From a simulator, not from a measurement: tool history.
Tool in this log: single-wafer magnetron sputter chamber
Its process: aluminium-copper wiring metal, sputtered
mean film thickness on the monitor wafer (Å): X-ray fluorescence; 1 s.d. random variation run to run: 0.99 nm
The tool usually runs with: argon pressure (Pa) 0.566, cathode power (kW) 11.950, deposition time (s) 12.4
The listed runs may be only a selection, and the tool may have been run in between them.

run,hour,argon pressure (Pa),cathode power (kW),deposition time (s),wafers since the last listed run,wafers on the sputter target,hours since the last manometer calibration,hours since the magnet pack was replaced,hours since the gauge calibration,"read-back reference wafer on the same gauge, thickness_nm",mean film thickness on the monitor wafer (Å)
1,0.0,0.625,11.950,13.5,0,3412,1354.2,5495.5,220.5,215.869,2520.93
2,106.3,0.625,11.950,13.5,2430,5842,1460.5,5601.8,326.8,215.270,2541.30
3,147.8,0.566,11.950,12.4,948,6791,1502.0,5643.3,368.3,215.399,2408.14
# hour 159.3: sputter target and shields replaced
4,242.4,0.566,11.950,13.1,1979,1899,1596.6,5737.9,462.9,215.065,2525.23
5,336.8,0.566,11.950,12.4,2158,4057,1691.0,5832.3,557.3,214.353,2388.04
6,425.5,0.566,11.950,12.4,2027,6085,1779.7,5921.0,646.0,214.448,2396.92
7,519.1,0.566,11.950,12.4,2139,8225,1873.3,6014.6,739.6,214.333,2381.49
# hour 571.2: sputter target and shields replaced
8,610.1,0.566,11.950,12.4,1897,890,1964.3,6105.6,830.6,213.554,2390.33
9,653.2,0.566,13.050,12.4,985,1875,2007.4,6148.7,873.7,213.472,2570.69
# hour 696.1: gauge calibrated
10,709.6,0.566,11.950,12.4,1289,3164,2063.8,6205.1,13.5,215.469,2403.38
11,789.0,0.566,13.700,12.4,1815,4980,2143.2,6284.5,92.9,215.319,2743.03
12,826.2,0.566,13.700,12.4,850,5830,2180.4,6321.7,130.1,215.287,2751.54
13,895.9,0.566,13.700,12.4,1593,7423,2250.1,6391.4,199.8,214.538,2716.28
# hour 907.6: sputter target and shields replaced
14,955.4,0.458,9.350,12.4,1177,1091,2309.6,6450.9,259.3,214.317,1990.04
15,992.5,0.566,11.950,12.4,848,1940,2346.7,6488.0,296.4,214.177,2397.73
16,1096.1,0.499,14.600,11.5,2368,4308,2450.3,6591.6,400.0,213.839,2798.77
17,1190.3,0.445,13.700,14.5,2153,6462,2544.5,6685.8,494.2,213.573,3433.12
18,1229.3,0.640,11.950,10.6,891,7353,2583.5,6724.8,533.2,213.684,1958.53
19,1305.4,0.650,14.400,12.4,1739,9093,2659.6,6800.9,609.3,213.241,2733.27
# hour 1314.3: sputter target and shields replaced
20,1346.1,0.509,9.300,11.2,747,727,2700.3,6841.6,650.0,212.979,1712.87
# hour 1384.0: capacitance manometer re-zeroed and calibrated
# hour 1386.7: magnet pack replaced
21,1387.2,0.717,9.450,13.4,695,1422,3.2,0.5,691.1,213.128,1877.61
22,1464.1,0.566,11.950,12.4,1758,3181,80.1,77.4,768.0,212.712,2389.28
23,1538.8,0.700,9.700,10.5,1707,4888,154.8,152.1,842.7,212.058,1511.50
# hour 1582.9: gauge calibrated
24,1607.2,0.566,11.950,12.4,1563,6452,223.2,220.5,24.3,216.263,2412.99
# hour 1682.8: sputter target and shields replaced
25,1683.8,0.566,11.950,14.8,1568,23,299.8,297.1,100.9,215.698,2874.59
26,1737.8,0.566,11.950,12.4,1234,1258,353.8,351.1,154.9,216.091,2411.14
27,1802.4,0.566,11.950,13.8,1476,2734,418.4,415.7,219.5,215.429,2676.03

Alternative continuations, all from the tool just after run 27; predict every row:
A,1802.8,0.566,11.950,10.6,9,2744,418.8,416.1,219.9,?,?
B,1802.8,0.470,11.950,14.1,9,2744,418.8,416.1,219.9,?,?
C,1802.8,0.566,11.950,10.7,9,2744,418.8,416.1,219.9,?,?
D,1802.8,0.642,11.950,10.3,9,2744,418.8,416.1,219.9,?,?

run,"read-back reference wafer on the same gauge, thickness_nm",mean film thickness on the monitor wafer (Å)
A,215.930,2056.42
B,215.930,2879.60
C,215.930,2075.82
D,215.930,1920.04
Without the tool's unlogged condition, the same runs would have read:
run,mean film thickness on the monitor wafer (Å)
A,2058.09
B,2881.93
C,2077.50
D,1921.59
